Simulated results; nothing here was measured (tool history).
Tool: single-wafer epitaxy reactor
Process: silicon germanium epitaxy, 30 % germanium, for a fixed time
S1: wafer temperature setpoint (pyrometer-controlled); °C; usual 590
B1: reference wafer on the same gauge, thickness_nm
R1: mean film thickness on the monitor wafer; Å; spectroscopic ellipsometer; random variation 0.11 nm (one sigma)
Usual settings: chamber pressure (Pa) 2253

Run 1, hour 0.0: usual settings but chamber pressure (Pa) 2426; B1 46.187. Result: R1 465.85 Å.
Run 2, hour 27.5: usual settings but chamber pressure (Pa) 2426; B1 46.221. Result: R1 464.34 Å.
Run 3, hour 43.6: usual settings but S1 594 °C, chamber pressure (Pa) 2093; B1 46.216. Result: R1 472.96 Å.
Run 4, hour 64.9: usual settings but S1 594 °C, chamber pressure (Pa) 2093; B1 46.228. Result: R1 472.67 Å.
Run 5, hour 92.5: usual settings but S1 594 °C, chamber pressure (Pa) 2093; B1 46.190. Result: R1 471.69 Å.
Run 6, hour 105.4: usual settings but S1 586 °C, chamber pressure (Pa) 2666; B1 46.207. Result: R1 449.23 Å.
Run 7, hour 133.6: usual settings but S1 586 °C, chamber pressure (Pa) 2666; B1 46.193. Result: R1 451.85 Å.
Run 8, hour 168.3: usual settings but S1 586 °C, chamber pressure (Pa) 2666; B1 46.204. Result: R1 450.92 Å.
Run 9, hour 189.7: usual settings but chamber pressure (Pa) 2053; B1 46.216. Result: R1 441.40 Å.
Run 10, hour 202.6: usual settings but chamber pressure (Pa) 2053; B1 46.202. Result: R1 438.80 Å.
Run 11, hour 220.1: usual settings but S1 579 °C, chamber pressure (Pa) 1840; B1 46.211. Result: R1 354.07 Å.
Run 12, hour 248.7: usual settings but S1 579 °C, chamber pressure (Pa) 1840; B1 46.180. Result: R1 353.86 Å.
Run 13, hour 271.8: usual settings; B1 46.252. Result: R1 454.56 Å.
At hour 283.1: showerhead replaced.
Run 14, hour 293.9: usual settings; B1 46.193. Result: R1 452.37 Å.
At hour 312.3: pyrometer calibrated.
Run 15, hour 329.5: usual settings; B1 46.170. Result: R1 454.18 Å.
Run 16, hour 359.7: usual settings; B1 46.216. Result: R1 455.03 Å.
Run 17, hour 387.6: usual settings; B1 46.184. Result: R1 456.51 Å.
Run 18, hour 419.1: usual settings; B1 46.205. Result: R1 455.48 Å.
Run 19, hour 452.2: usual settings but chamber pressure (Pa) 2546; B1 46.189. Result: R1 474.21 Å.
Run 20, hour 469.0: usual settings; B1 46.234. Result: R1 454.78 Å.
Run 21, hour 481.3: usual settings; B1 46.194. Result: R1 455.30 Å.
Run 22, hour 499.2: usual settings; B1 46.209. Result: R1 454.09 Å.
At hour 510.7: gauge calibrated.
Run 23, hour 528.6: usual settings but S1 598 °C, chamber pressure (Pa) 1787; B1 46.163. Result: R1 480.10 Å.
Run 24, hour 554.5: usual settings but S1 584 °C, chamber pressure (Pa) 1960; B1 46.192. Result: R1 394.60 Å.
Run 25, hour 569.9: usual settings but S1 594 °C, chamber pressure (Pa) 2093; B1 46.234. Result: R1 475.46 Å.
Run 26, hour 585.3: usual settings but S1 596 °C, chamber pressure (Pa) 2600; B1 46.180. Result: R1 527.75 Å.
Run 27, hour 598.1: usual settings; B1 46.183. Result: R1 456.80 Å.
At hour 608.3: capacitance manometer re-zeroed and calibrated.
Run 28, hour 619.4: usual settings but S1 578 °C; B1 46.235. Result: R1 360.05 Å.
Run 29, hour 641.8: usual settings but S1 576 °C; B1 46.163. Result: R1 348.31 Å.
Run 30, hour 675.5: usual settings but S1 580 °C, chamber pressure (Pa) 2653; B1 46.201. Result: R1 396.01 Å.
Run 31, hour 710.1: usual settings but S1 586 °C, chamber pressure (Pa) 1733; B1 46.206. Result: R1 378.28 Å.
Run 32, hour 733.6: usual settings; B1 46.202. Result: R1 441.01 Å.
Run 33, hour 754.4: usual settings but S1 605 °C; B1 46.234. Result: R1 563.33 Å.
Run 34, hour 815.2: usual settings but S1 596 °C, chamber pressure (Pa) 2400; B1 46.173. Result: R1 498.64 Å.

What the log doesn't show, run by run:
wafer temperature above the value expected at the setpoint (K): 0 in every run
gauge reads high (%): 0 in every run
H1: true pressure above the setpoint (%)
run      H1
  1    7.47
  2    7.57
  3    7.63
  4     7.7
  5    7.79
  6    7.84
  7    7.94
  8    8.06
  9    8.13
 10    8.18
 11    8.24
 12    8.34
 13    8.42
 14    8.49
 15    8.62
 16    8.72
 17    8.82
 18    8.93
 19    9.04
 20     9.1
 21    9.14
 22     9.2
 23     9.3
 24    9.39
 25    9.45
 26     9.5
 27    9.55
 28  -0.657
 29   -0.58
 30  -0.463
 31  -0.343
 32  -0.262
 33   -0.19
 34  0.0205

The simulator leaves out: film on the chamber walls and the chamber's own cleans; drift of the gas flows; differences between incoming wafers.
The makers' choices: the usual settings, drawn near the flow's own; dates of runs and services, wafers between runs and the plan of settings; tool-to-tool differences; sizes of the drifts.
